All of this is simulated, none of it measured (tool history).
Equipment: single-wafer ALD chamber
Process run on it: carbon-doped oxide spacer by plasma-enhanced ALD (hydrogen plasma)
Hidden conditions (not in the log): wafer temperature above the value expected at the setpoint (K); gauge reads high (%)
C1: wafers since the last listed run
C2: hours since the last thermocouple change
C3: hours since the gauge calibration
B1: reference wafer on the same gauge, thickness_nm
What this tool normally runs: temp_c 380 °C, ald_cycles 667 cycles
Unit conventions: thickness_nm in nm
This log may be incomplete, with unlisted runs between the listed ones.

Run 1, hour 0.0: usual settings but temp_c 370 °C; C1 0; C2 2131.4; C3 185.4; B1 33.101. Result: thickness_nm 32.768 nm.
Run 2, hour 9.7: usual settings but temp_c 370 °C; C1 3; C2 2141.1; C3 195.1; B1 33.095. Result: thickness_nm 32.674 nm.
Run 3, hour 18.7: usual settings; C1 3; C2 2150.1; C3 204.1; B1 33.107. Result: thickness_nm 32.714 nm.
Run 4, hour 27.7: usual settings; C1 3; C2 2159.1; C3 213.1; B1 33.115. Result: thickness_nm 32.755 nm.
Run 5, hour 38.3: usual settings; C1 3; C2 2169.7; C3 223.7; B1 33.065. Result: thickness_nm 32.676 nm.
Run 6, hour 46.0: usual settings; C1 2; C2 2177.4; C3 231.4; B1 33.080. Result: thickness_nm 32.770 nm.
Run 7, hour 60.2: usual settings but temp_c 369 °C; C1 5; C2 2191.6; C3 245.6; B1 33.054. Result: thickness_nm 32.846 nm.
Run 8, hour 75.0: usual settings but temp_c 369 °C; C1 5; C2 2206.4; C3 260.4; B1 33.058. Result: thickness_nm 32.791 nm.
Run 9, hour 86.4: usual settings but temp_c 369 °C; C1 4; C2 2217.8; C3 271.8; B1 33.035. Result: thickness_nm 32.669 nm.
Run 10, hour 93.1: usual settings but ald_cycles 633 cycles; C1 2; C2 2224.5; C3 278.5; B1 33.026. Result: thickness_nm 30.976 nm.
Run 11, hour 105.5: usual settings but ald_cycles 633 cycles; C1 4; C2 2236.9; C3 290.9; B1 33.022. Result: thickness_nm 31.103 nm.
At hour 128.1: thermocouple changed; heater temperature recalibrated.
Run 12, hour 139.4: usual settings but temp_c 371 °C, ald_cycles 636 cycles; C1 9; C2 11.3; C3 324.8; B1 32.993. Result: thickness_nm 31.106 nm.
Run 13, hour 155.9: usual settings but temp_c 391 °C; C1 5; C2 27.8; C3 341.3; B1 32.972. Result: thickness_nm 32.611 nm.
Run 14, hour 162.2: usual settings but temp_c 391 °C; C1 2; C2 34.1; C3 347.6; B1 32.954. Result: thickness_nm 32.661 nm.
Run 15, hour 170.7: usual settings but temp_c 391 °C; C1 3; C2 42.6; C3 356.1; B1 32.943. Result: thickness_nm 32.718 nm.
Run 16, hour 184.0: usual settings; C1 4; C2 55.9; C3 369.4; B1 32.974. Result: thickness_nm 32.652 nm.
Run 17, hour 201.1: usual settings but temp_c 370 °C, ald_cycles 763 cycles; C1 6; C2 73.0; C3 386.5; B1 32.899. Result: thickness_nm 37.431 nm.
Run 18, hour 209.1: usual settings; C1 2; C2 81.0; C3 394.5; B1 32.906. Result: thickness_nm 32.684 nm.
Run 19, hour 224.9: usual settings but ald_cycles 609 cycles; C1 5; C2 96.8; C3 410.3; B1 32.888. Result: thickness_nm 29.910 nm.
Run 20, hour 236.8: usual settings but temp_c 388 °C, ald_cycles 600 cycles; C1 4; C2 108.7; C3 422.2; B1 32.871. Result: thickness_nm 29.411 nm.
Run 21, hour 253.9: usual settings; C1 6; C2 125.8; C3 439.3; B1 32.890. Result: thickness_nm 32.731 nm.
At hour 261.8: gauge calibrated.
Run 22, hour 266.1: usual settings but temp_c 386 °C, ald_cycles 623 cycles; C1 4; C2 138.0; C3 4.3; B1 33.250. Result: thickness_nm 30.782 nm.
Run 23, hour 273.6: usual settings but temp_c 391 °C, ald_cycles 749 cycles; C1 2; C2 145.5; C3 11.8; B1 33.259. Result: thickness_nm 37.086 nm.
Run 24, hour 300.0: usual settings but temp_c 395 °C, ald_cycles 753 cycles; C1 9; C2 171.9; C3 38.2; B1 33.221. Result: thickness_nm 37.232 nm.
Run 25, hour 311.3: usual settings; C1 4; C2 183.2; C3 49.5; B1 33.243. Result: thickness_nm 33.038 nm.
Run 26, hour 323.1: usual settings but temp_c 395 °C, ald_cycles 753 cycles; C1 4; C2 195.0; C3 61.3; B1 33.200. Result: thickness_nm 37.180 nm.
Run 27, hour 332.8: usual settings; C1 3; C2 204.7; C3 71.0; B1 33.166. Result: thickness_nm 33.123 nm.
Run 28, hour 342.2: usual settings; C1 3; C2 214.1; C3 80.4; B1 33.229. Result: thickness_nm 32.951 nm.
Run 29, hour 348.9: usual settings but temp_c 387 °C; C1 2; C2 220.8; C3 87.1; B1 33.212. Result: thickness_nm 32.982 nm.
Run 30, hour 366.3: usual settings but temp_c 394 °C; C1 6; C2 238.2; C3 104.5; B1 33.156. Result: thickness_nm 32.931 nm.
Run 31, hour 378.8: usual settings but temp_c 370 °C, ald_cycles 569 cycles; C1 4; C2 250.7; C3 117.0; B1 33.169. Result: thickness_nm 28.017 nm.
Run 32, hour 386.0: usual settings but ald_cycles 750 cycles; C1 2; C2 257.9; C3 124.2; B1 33.171. Result: thickness_nm 37.105 nm.

What differs in the tool's unlogged condition from the final listed run ahead of each entry between runs to the first listed run following it?
In the gap between runs 11 and 12: thermocouple changed; heater temperature recalibrated (hour 128.1)
  gauge reads high (%): -0.853 -> -0.948
  what was measured, less what the result would be without the hidden state, thickness_nm: -0.267 -> -0.298 nm
In the gap between runs 21 and 22: gauge calibrated (hour 261.8)
  gauge reads high (%): -1.27 -> -0.0698
  what was measured, less what the result would be without the hidden state, thickness_nm: -0.422 -> -0.021 nm
